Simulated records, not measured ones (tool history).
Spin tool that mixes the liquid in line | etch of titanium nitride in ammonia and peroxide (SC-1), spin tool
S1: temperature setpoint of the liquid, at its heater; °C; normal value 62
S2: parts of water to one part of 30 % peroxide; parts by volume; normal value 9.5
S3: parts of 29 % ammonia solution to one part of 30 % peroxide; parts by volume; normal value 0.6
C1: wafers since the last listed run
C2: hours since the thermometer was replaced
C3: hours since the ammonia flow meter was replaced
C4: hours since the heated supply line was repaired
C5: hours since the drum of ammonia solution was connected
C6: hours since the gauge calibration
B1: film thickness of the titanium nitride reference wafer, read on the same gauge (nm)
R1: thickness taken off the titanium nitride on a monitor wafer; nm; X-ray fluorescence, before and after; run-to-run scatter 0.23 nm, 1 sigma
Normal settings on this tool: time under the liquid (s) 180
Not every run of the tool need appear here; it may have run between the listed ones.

Run 1, hour 0: usual settings; C1 0; C2 282.6; C3 316.6; C4 440.2; C5 450.3; C6 2633.4; B1 100.02. Result: R1 22.7 nm.
Run 2, hour 64.8: usual settings but S2 6 parts by volume, S3 0.85 parts by volume, time under the liquid (s) 130; C1 445; C2 347.4; C3 381.4; C4 505; C5 515.1; C6 2698.2; B1 100. Result: R1 21.03 nm.
Run 3, hour 128.6: usual settings but S1 57 °C, S2 7.5 parts by volume, S3 0.45 parts by volume, time under the liquid (s) 75; C1 438; C2 411.2; C3 445.2; C4 568.8; C5 578.9; C6 2762; B1 99.98. Result: R1 7.26 nm.
Run 4, hour 216.9: usual settings but S2 5.5 parts by volume, S3 0.4 parts by volume; C1 606; C2 499.5; C3 533.5; C4 657.1; C5 667.2; C6 2850.3; B1 100.01. Result: R1 26.95 nm.
Run 5, hour 258.2: usual settings but S3 0.8 parts by volume; C1 283; C2 540.8; C3 574.8; C4 698.4; C5 708.5; C6 2891.6; B1 100.02. Result: R1 22.16 nm.
Run 6, hour 328.8: usual settings but S2 14 parts by volume; C1 485; C2 611.4; C3 645.4; C4 769; C5 779.1; C6 2962.2; B1 100.02. Result: R1 17.54 nm.
Run 7, hour 418.7: usual settings but S2 6.5 parts by volume, S3 0.4 parts by volume; C1 617; C2 701.3; C3 735.3; C4 858.9; C5 869; C6 3052.1; B1 100.01. Result: R1 23.45 nm.
At hour 434.5: thermometer replaced.
At hour 463.7: gauge calibrated.
Run 8, hour 512.8: usual settings but S1 59.5 °C; C1 639; C2 78.3; C3 829.4; C4 953; C5 963.1; C6 49.1; B1 99.97. Result: R1 19.8 nm.
At hour 578.7: new drum of ammonia solution connected.
Run 9, hour 614: usual settings but S2 6 parts by volume; C1 688; C2 179.5; C3 930.6; C4 1054.2; C5 35.3; C6 150.3; B1 100.02. Result: R1 28.74 nm.
Run 10, hour 707.8: usual settings but S1 57 °C; C1 644; C2 273.3; C3 1024.4; C4 1148; C5 129.1; C6 244.1; B1 100. Result: R1 16.16 nm.
Run 11, hour 986.9: usual settings; C1 1918; C2 552.4; C3 1303.5; C4 1427.1; C5 408.2; C6 523.2; B1 99.97. Result: R1 21.04 nm.
Run 12, hour 1041.6: usual settings but S3 0.8 parts by volume, time under the liquid (s) 160; C1 375; C2 607.1; C3 1358.2; C4 1481.8; C5 462.9; C6 577.9; B1 99.99. Result: R1 20 nm.
Run 13, hour 1135.6: usual settings; C1 646; C2 701.1; C3 1452.2; C4 1575.8; C5 556.9; C6 671.9; B1 99.99. Result: R1 21.27 nm.
Run 14, hour 1208.1: usual settings but time under the liquid (s) 125; C1 498; C2 773.6; C3 1524.7; C4 1648.3; C5 629.4; C6 744.4; B1 99.98. Result: R1 14.38 nm.
Run 15, hour 1295.4: usual settings; C1 600; C2 860.9; C3 1612; C4 1735.6; C5 716.7; C6 831.7; B1 99.98. Result: R1 20.12 nm.
At hour 1306: thermometer replaced.
Run 16, hour 1375.5: usual settings; C1 543; C2 69.5; C3 1692.1; C4 1815.7; C5 796.8; C6 911.8; B1 100.01. Result: R1 22.76 nm.
Run 17, hour 1413.9: usual settings but S3 0.7 parts by volume, time under the liquid (s) 70; C1 263; C2 107.9; C3 1730.5; C4 1854.1; C5 835.2; C6 950.2; B1 100.01. Result: R1 8.98 nm.
Run 18, hour 1459.1: usual settings but S3 0.7 parts by volume, time under the liquid (s) 235; C1 310; C2 153.1; C3 1775.7; C4 1899.3; C5 880.4; C6 995.4; B1 100.01. Result: R1 29.87 nm.
Run 19, hour 1516.4: usual settings; C1 393; C2 210.4; C3 1833; C4 1956.6; C5 937.7; C6 1052.7; B1 100. Result: R1 22.23 nm.
Run 20, hour 1607.4: usual settings but S2 12 parts by volume, S3 0.4 parts by volume; C1 625; C2 301.4; C3 1924; C4 2047.6; C5 1028.7; C6 1143.7; B1 100. Result: R1 17.84 nm.
Run 21, hour 1650.1: usual settings but time under the liquid (s) 120; C1 293; C2 344.1; C3 1966.7; C4 2090.3; C5 1071.4; C6 1186.4; B1 99.99. Result: R1 14.53 nm.
At hour 1710.6: new drum of ammonia solution connected.
Run 22, hour 1721.4: usual settings but S2 6.5 parts by volume; C1 483; C2 415.4; C3 2038; C4 2161.6; C5 10.8; C6 1257.7; B1 100.01. Result: R1 25.31 nm.
Run 23, hour 1818.4: usual settings but S1 55.5 °C, S2 11.5 parts by volume; C1 666; C2 512.4; C3 2135; C4 2258.6; C5 107.8; C6 1354.7; B1 99.98. Result: R1 12.18 nm.

5 ways to go on from here, each from the tool as it stands after run 23. What would each give?
Run A, hour 1818.9: usual settings; C1 3; C2 512.9; C3 2135.5; C4 2259.1; C5 108.3; C6 1355.2; B1 ?. Result: R1 ?.
Run B, hour 1818.9: usual settings but S2 5 parts by volume, time under the liquid (s) 120; C1 3; C2 512.9; C3 2135.5; C4 2259.1; C5 108.3; C6 1355.2; B1 ?. Result: R1 ?.
Run C, hour 1818.9: usual settings but S3 0.85 parts by volume; C1 3; C2 512.9; C3 2135.5; C4 2259.1; C5 108.3; C6 1355.2; B1 ?. Result: R1 ?.
Run D, hour 1818.9: usual settings but S3 0.5 parts by volume, time under the liquid (s) 110; C1 3; C2 512.9; C3 2135.5; C4 2259.1; C5 108.3; C6 1355.2; B1 ?. Result: R1 ?.
Run E, hour 1818.9: usual settings but S1 52 °C; C1 3; C2 512.9; C3 2135.5; C4 2259.1; C5 108.3; C6 1355.2; B1 ?. Result: R1 ?.

run     B1     R1
  A  99.99  20.49
  B  99.99  18.66
  C  99.99  21.68
  D  99.99  12.14
  E  99.99   10.4
Stripped of hidden state, with their random variation kept, the same runs would have yielded:
run     R1
  A  24.43
  B  22.25
  C  25.85
  D  14.47
  E  12.53
